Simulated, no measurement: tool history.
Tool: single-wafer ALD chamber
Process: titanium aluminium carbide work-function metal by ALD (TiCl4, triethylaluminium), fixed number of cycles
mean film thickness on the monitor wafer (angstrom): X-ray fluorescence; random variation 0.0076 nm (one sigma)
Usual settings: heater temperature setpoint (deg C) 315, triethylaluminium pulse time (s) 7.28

run    hour  heater temperature setpoint (deg C)  triethylaluminium pulse time (s)  read-back reference wafer on the same gauge, thickness_nm  mean film thickness on the monitor wafer (angstrom)
  1       0                                  315                              7.28                                                      1.991                                                20.81
  2    73.5                                  315                              7.28                                                      1.988                                                20.84
  3   153.3                                  315                              7.28                                                      1.991                                                20.84
        180  -- triethylaluminium bottle replaced
  4   218.6                                  315                              7.28                                                      1.989                                                20.71
  5   266.8                                  315                              7.28                                                      1.989                                                20.83
  6   343.8                                  315                              7.28                                                       1.99                                                20.78
  7   408.5                                  315                              7.28                                                       1.99                                                20.76
      512.1  -- thermocouple changed; heater temperature recalibrated
  8   582.7                                  315                              7.28                                                      1.991                                                21.12
  9   785.4                                  315                              7.28                                                      1.991                                                20.94
 10   838.7                                  315                              7.28                                                      1.992                                                21.11
 11   914.2                                  315                              7.28                                                      1.991                                                20.97
     1026.3  -- gauge calibrated
 12    1204                                  315                              7.28                                                       1.99                                                20.94
 13    1266                                  315                              7.28                                                      1.989                                                 20.9
     1281.8  -- triethylaluminium bottle replaced
 14  1361.2                                  311                              7.28                                                      1.991                                                 20.6
 15  1400.8                                  311                              7.28                                                      1.989                                                20.44
 16  1484.4                                  311                              8.01                                                       1.99                                                20.73
     1570.8  -- thermocouple changed; heater temperature recalibrated
 17  1571.3                                  329                              6.18                                                      1.988                                                21.55
     1627.8  -- showerhead replaced
 18  1634.2                                  315                              4.76                                                       1.99                                                19.16
 19  1704.4                                  304                              8.79                                                       1.99                                                21.08
 20  1764.6                                  325                              8.51                                                      1.992                                                22.59
 21  1870.7                                  311                              7.28                                                      1.989                                                20.79
 22  1940.2                                  321                              4.46                                                       1.99                                                 19.2
 23  2038.4                                  324                              5.52                                                       1.99                                                20.35
 24  2082.4                                  315                              7.28                                                      1.991                                                   21
 25  2151.6                                  321                               5.6                                                      1.989                                                20.07
 26    2236                                  322                              6.12                                                      1.989                                                20.68
 27  2301.5                                  315                              6.37                                                      1.987                                                20.31
       2307  -- gauge calibrated
 28    2339                                  315                              7.28                                                      1.989                                                20.82
 29  2432.2                                  315                              7.28                                                      1.989                                                 20.8
     2471.8  -- triethylaluminium bottle replaced
 30  2479.5                                  327                              8.26                                                       1.99                                                22.11

3 ways to go on from here, each from the tool as it stands after run 30. What would each give?
  A  2479.9                                  315                              7.28                                                          ?                                                    ?
  B  2479.9                                  323                               9.8                                                          ?                                                    ?
  C  2479.9                                  309                              8.02                                                          ?                                                    ?

run  read-back reference wafer on the same gauge, thickness_nm  mean film thickness on the monitor wafer (angstrom)
  A                                                      1.989                                                20.89
  B                                                      1.989                                                22.48
  C                                                      1.989                                                20.77
Without the tool's hidden state the same runs would have given:
run  mean film thickness on the monitor wafer (angstrom)
  A                                                21.35
  B                                                22.97
  C                                                21.24
